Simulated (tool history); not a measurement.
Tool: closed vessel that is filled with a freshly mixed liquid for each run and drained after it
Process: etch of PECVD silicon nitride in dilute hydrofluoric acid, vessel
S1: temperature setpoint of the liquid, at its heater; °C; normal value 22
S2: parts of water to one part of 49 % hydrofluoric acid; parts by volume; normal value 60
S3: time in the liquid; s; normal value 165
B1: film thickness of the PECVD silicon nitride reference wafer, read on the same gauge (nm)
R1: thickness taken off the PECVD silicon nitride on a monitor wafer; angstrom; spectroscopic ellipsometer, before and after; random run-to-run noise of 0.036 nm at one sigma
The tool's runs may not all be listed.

run 1 hour=0 | S1=22 S2=60 S3=90 | B1=100.001 | R1=22.94
-- hour=9.4 hydrofluoric acid flow meter replaced
run 2 hour=9.9 | S1=22 S2=60 S3=165 | B1=100.008 | R1=42.2
run 3 hour=24.5 | S1=22 S2=60 S3=165 | B1=99.992 | R1=41.59
run 4 hour=39.6 | S1=22 S2=60 S3=165 | B1=100.003 | R1=41.44
run 5 hour=57.5 | S1=22 S2=60 S3=165 | B1=99.995 | R1=41.62
run 6 hour=73.1 | S1=25.5 S2=60 S3=165 | B1=100.022 | R1=53.46
run 7 hour=85.1 | S1=22 S2=60 S3=165 | B1=100.013 | R1=41.37
run 8 hour=93.5 | S1=24 S2=85 S3=95 | B1=99.993 | R1=19.59
run 9 hour=102.5 | S1=19 S2=70 S3=165 | B1=99.987 | R1=29.26
run 10 hour=110.1 | S1=20 S2=60 S3=105 | B1=100.009 | R1=22.72
run 11 hour=116.4 | S1=26 S2=90 S3=165 | B1=100.003 | R1=36.88
-- hour=124.7 gauge calibrated
run 12 hour=167.3 | S1=22 S2=35 S3=165 | B1=99.99 | R1=69.92
-- hour=178.1 thermometer replaced
run 13 hour=184.6 | S1=26 S2=80 S3=95 | B1=100 | R1=25.89
run 14 hour=197.9 | S1=19 S2=60 S3=70 | B1=100.009 | R1=16.11
run 15 hour=213.2 | S1=20 S2=40 S3=165 | B1=99.979 | R1=59.46
run 16 hour=224 | S1=26.5 S2=50 S3=255 | B1=99.995 | R1=116.56
run 17 hour=238.1 | S1=22 S2=60 S3=165 | B1=99.998 | R1=45.93
run 18 hour=245.8 | S1=25 S2=80 S3=165 | B1=99.982 | R1=42.71
run 19 hour=252.7 | S1=19 S2=75 S3=165 | B1=99.977 | R1=30.43
run 20 hour=267.5 | S1=22 S2=40 S3=165 | B1=99.968 | R1=67.71
run 21 hour=290.8 | S1=24 S2=60 S3=165 | B1=99.995 | R1=52.6
run 22 hour=301.4 | S1=22 S2=60 S3=165 | B1=100.012 | R1=45.86
run 23 hour=317 | S1=22 S2=60 S3=165 | B1=99.984 | R1=45.73
run 24 hour=325.6 | S1=22 S2=60 S3=165 | B1=99.995 | R1=44.92
run 25 hour=332.4 | S1=26.5 S2=70 S3=205 | B1=99.995 | R1=65.96
run 26 hour=345.9 | S1=26 S2=45 S3=105 | B1=99.983 | R1=50.33
run 27 hour=360.9 | S1=22 S2=60 S3=165 | B1=100.009 | R1=45.45
run 28 hour=368 | S1=22 S2=60 S3=165 | B1=99.997 | R1=45.52
run 29 hour=385.9 | S1=22 S2=35 S3=165 | B1=100 | R1=77.55
run 30 hour=401.9 | S1=23.5 S2=60 S3=165 | B1=99.989 | R1=49.87
run 31 hour=408.6 | S1=25 S2=60 S3=125 | B1=99.984 | R1=41.71

Predict each of these 5 candidate next runs independently; none follows another, all start after run 31:
run A hour=409.3 | S1=22 S2=60 S3=165 | B1=? | R1=?
run B hour=409.3 | S1=18 S2=60 S3=250 | B1=? | R1=?
run C hour=409.3 | S1=25 S2=60 S3=165 | B1=? | R1=?
run D hour=409.3 | S1=22 S2=60 S3=225 | B1=? | R1=?
run E hour=409.3 | S1=26.5 S2=70 S3=115 | B1=? | R1=?

run=A B1=99.993 R1=44.74
run=B B1=99.993 R1=51.3
run=C B1=99.993 R1=54.84
run=D B1=99.993 R1=61.01
run=E B1=99.993 R1=36.29
With the hidden condition removed and each run's random variation left untouched, the same runs would have given:
run=A R1=47.78
run=B R1=54.89
run=C R1=58.48
run=D R1=65.15
run=E R1=38.66
